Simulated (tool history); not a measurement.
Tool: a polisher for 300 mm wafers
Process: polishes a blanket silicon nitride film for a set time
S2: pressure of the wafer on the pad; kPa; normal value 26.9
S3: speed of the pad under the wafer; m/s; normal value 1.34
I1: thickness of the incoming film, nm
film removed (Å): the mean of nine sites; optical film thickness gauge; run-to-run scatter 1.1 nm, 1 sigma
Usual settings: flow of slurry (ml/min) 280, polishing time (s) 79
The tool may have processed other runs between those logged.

{"run": 1, "hour": 0.0, "flow of slurry (ml/min)": 280, "S2": 26.9, "S3": 1.34, "polishing time (s)": 79, "I1": 949.6, "film removed (Å)": 1493}
{"run": 2, "hour": 9.4, "flow of slurry (ml/min)": 280, "S2": 26.9, "S3": 1.34, "polishing time (s)": 79, "I1": 933.4, "film removed (Å)": 1491}
{"hour": 17.8, "done": "worn pad replaced by a new one"}
{"run": 3, "hour": 19.2, "flow of slurry (ml/min)": 280, "S2": 26.9, "S3": 1.34, "polishing time (s)": 79, "I1": 936, "film removed (Å)": 1560}
{"run": 4, "hour": 33.1, "flow of slurry (ml/min)": 280, "S2": 26.9, "S3": 1.34, "polishing time (s)": 79, "I1": 956.2, "film removed (Å)": 1526}
{"run": 5, "hour": 50.3, "flow of slurry (ml/min)": 280, "S2": 26.9, "S3": 1.34, "polishing time (s)": 79, "I1": 952.9, "film removed (Å)": 1461}
{"run": 6, "hour": 63.5, "flow of slurry (ml/min)": 280, "S2": 26.9, "S3": 1.34, "polishing time (s)": 79, "I1": 934.2, "film removed (Å)": 1444}
{"run": 7, "hour": 78.5, "flow of slurry (ml/min)": 280, "S2": 26.9, "S3": 1.22, "polishing time (s)": 79, "I1": 935.1, "film removed (Å)": 1374}
{"run": 8, "hour": 86.2, "flow of slurry (ml/min)": 280, "S2": 26.9, "S3": 1.22, "polishing time (s)": 79, "I1": 949.3, "film removed (Å)": 1360}
{"run": 9, "hour": 102.6, "flow of slurry (ml/min)": 280, "S2": 26.9, "S3": 1.22, "polishing time (s)": 79, "I1": 933.3, "film removed (Å)": 1352}
{"hour": 111.2, "done": "worn pad replaced by a new one"}
{"run": 10, "hour": 111.7, "flow of slurry (ml/min)": 280, "S2": 26.9, "S3": 1.34, "polishing time (s)": 79, "I1": 922.8, "film removed (Å)": 1483}
{"run": 11, "hour": 122.5, "flow of slurry (ml/min)": 280, "S2": 26.9, "S3": 1.34, "polishing time (s)": 79, "I1": 938.5, "film removed (Å)": 1444}
{"hour": 129.9, "done": "slurry nozzle cleaned"}
{"run": 12, "hour": 131.0, "flow of slurry (ml/min)": 280, "S2": 26.9, "S3": 1.34, "polishing time (s)": 79, "I1": 941.5, "film removed (Å)": 1633}
{"run": 13, "hour": 144.0, "flow of slurry (ml/min)": 210, "S2": 33.1, "S3": 1.52, "polishing time (s)": 106, "I1": 951.5, "film removed (Å)": 2789}
{"hour": 147.0, "done": "head pressure recalibrated"}
{"run": 14, "hour": 158.7, "flow of slurry (ml/min)": 280, "S2": 33.1, "S3": 1.34, "polishing time (s)": 79, "I1": 934, "film removed (Å)": 1973}
{"run": 15, "hour": 174.9, "flow of slurry (ml/min)": 280, "S2": 26.9, "S3": 1.34, "polishing time (s)": 79, "I1": 921.8, "film removed (Å)": 1612}
{"run": 16, "hour": 192.5, "flow of slurry (ml/min)": 310, "S2": 26.9, "S3": 1.14, "polishing time (s)": 79, "I1": 926.4, "film removed (Å)": 1487}
{"hour": 206.9, "done": "worn pad replaced by a new one"}
{"run": 17, "hour": 207.4, "flow of slurry (ml/min)": 280, "S2": 26.9, "S3": 1.34, "polishing time (s)": 79, "I1": 944, "film removed (Å)": 1676}
{"run": 18, "hour": 219.1, "flow of slurry (ml/min)": 280, "S2": 26.9, "S3": 1.22, "polishing time (s)": 79, "I1": 940.6, "film removed (Å)": 1561}
{"run": 19, "hour": 236.9, "flow of slurry (ml/min)": 280, "S2": 26.9, "S3": 1.34, "polishing time (s)": 79, "I1": 942.9, "film removed (Å)": 1610}
{"run": 20, "hour": 245.5, "flow of slurry (ml/min)": 280, "S2": 22.1, "S3": 1.34, "polishing time (s)": 102, "I1": 944.5, "film removed (Å)": 1696}
{"run": 21, "hour": 257.4, "flow of slurry (ml/min)": 370, "S2": 33.1, "S3": 1.34, "polishing time (s)": 79, "I1": 934.9, "film removed (Å)": 2015}
{"run": 22, "hour": 264.4, "flow of slurry (ml/min)": 225, "S2": 26.9, "S3": 1.12, "polishing time (s)": 79, "I1": 950.7, "film removed (Å)": 1439}
{"run": 23, "hour": 277.9, "flow of slurry (ml/min)": 280, "S2": 26.9, "S3": 1.68, "polishing time (s)": 79, "I1": 957.2, "film removed (Å)": 1756}
{"run": 24, "hour": 288.8, "flow of slurry (ml/min)": 280, "S2": 30.3, "S3": 1.7, "polishing time (s)": 79, "I1": 945, "film removed (Å)": 2012}

Forecast each of these 3 alternatives for the next run:
{"run": "A", "hour": 289.2, "flow of slurry (ml/min)": 245, "S2": 26.9, "S3": 1.34, "polishing time (s)": 79, "I1": 940.7, "film removed (Å)": "?"}
{"run": "B", "hour": 289.2, "flow of slurry (ml/min)": 210, "S2": 26.9, "S3": 1.06, "polishing time (s)": 68, "I1": 940.7, "film removed (Å)": "?"}
{"run": "C", "hour": 289.2, "flow of slurry (ml/min)": 360, "S2": 18.6, "S3": 1.78, "polishing time (s)": 70, "I1": 940.7, "film removed (Å)": "?"}

run=A film_removed_(Å)=1552
run=B film_removed_(Å)=1174
run=C film_removed_(Å)=1146
What these runs would have given with no unlogged condition in the tool:
run=A film_removed_(Å)=1675
run=B film_removed_(Å)=1269
run=C film_removed_(Å)=1232
